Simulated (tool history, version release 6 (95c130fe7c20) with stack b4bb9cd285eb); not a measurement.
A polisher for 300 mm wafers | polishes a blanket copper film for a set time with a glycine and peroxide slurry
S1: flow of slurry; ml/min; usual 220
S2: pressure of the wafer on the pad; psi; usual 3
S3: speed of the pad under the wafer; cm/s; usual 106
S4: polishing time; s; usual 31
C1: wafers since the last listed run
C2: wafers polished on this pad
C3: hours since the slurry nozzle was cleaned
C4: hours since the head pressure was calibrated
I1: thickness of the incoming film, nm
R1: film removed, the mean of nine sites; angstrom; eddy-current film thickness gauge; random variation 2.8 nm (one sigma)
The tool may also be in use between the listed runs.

Run 1, day 0.000: usual settings; C1 0; C2 3664; C3 474.0; C4 346.9; I1 1864.2. Result: R1 2258 angstrom.
Run 2, day 2.796: usual settings; C1 780; C2 4445; C3 541.1; C4 414.0; I1 1904.7. Result: R1 2210 angstrom.
At day 4.075: worn pad replaced by a new one.
Run 3, day 4.525: usual settings; C1 436; C2 125; C3 582.6; C4 455.5; I1 1877.2. Result: R1 2198 angstrom.
At day 6.983: slurry nozzle cleaned.
Run 4, day 7.208: usual settings; C1 737; C2 863; C3 5.4; C4 519.9; I1 1857.2. Result: R1 2455 angstrom.
Run 5, day 11.392: usual settings; C1 1168; C2 2031; C3 105.8; C4 620.3; I1 1883.1. Result: R1 2448 angstrom.
Run 6, day 13.946: usual settings; C1 713; C2 2745; C3 167.1; C4 681.6; I1 1888.4. Result: R1 2384 angstrom.
Run 7, day 15.667: usual settings; C1 480; C2 3225; C3 208.4; C4 722.9; I1 1885.0. Result: R1 2420 angstrom.
Run 8, day 19.421: usual settings but S1 260 ml/min, S3 124 cm/s; C1 1048; C2 4274; C3 298.5; C4 813.0; I1 1902.7. Result: R1 2746 angstrom.
At day 21.050: worn pad replaced by a new one.
Run 9, day 23.492: usual settings but S1 260 ml/min, S3 124 cm/s; C1 1090; C2 682; C3 396.2; C4 910.7; I1 1892.9. Result: R1 2771 angstrom.
Run 10, day 26.567: usual settings but S4 38 s; C1 858; C2 1541; C3 470.0; C4 984.5; I1 1884.4. Result: R1 2863 angstrom.
At day 27.612: head pressure recalibrated.
At day 29.446: slurry nozzle cleaned.
Run 11, day 30.792: usual settings but S4 38 s; C1 1145; C2 2686; C3 32.3; C4 76.3; I1 1877.4. Result: R1 2709 angstrom.
Run 12, day 32.375: usual settings but S4 38 s; C1 442; C2 3128; C3 70.3; C4 114.3; I1 1883.7. Result: R1 2769 angstrom.
Run 13, day 34.492: usual settings; C1 591; C2 3719; C3 121.1; C4 165.1; I1 1886.3. Result: R1 2256 angstrom.
Run 14, day 36.600: usual settings; C1 588; C2 4308; C3 171.7; C4 215.7; I1 1905.6. Result: R1 2275 angstrom.
Run 15, day 39.896: usual settings; C1 920; C2 5229; C3 250.8; C4 294.8; I1 1914.8. Result: R1 2191 angstrom.

The next listed run, before its measurement:
Run 16, day 41.725: usual settings but S3 88 cm/s, S4 20 s; C1 510; C2 5740; C3 294.7; C4 338.7; I1 1908.8. Result: R1 ?.

{"run 16": {"R1": 1220}}
Without the tool's hidden state the same run would have given R1 1206 angstrom.

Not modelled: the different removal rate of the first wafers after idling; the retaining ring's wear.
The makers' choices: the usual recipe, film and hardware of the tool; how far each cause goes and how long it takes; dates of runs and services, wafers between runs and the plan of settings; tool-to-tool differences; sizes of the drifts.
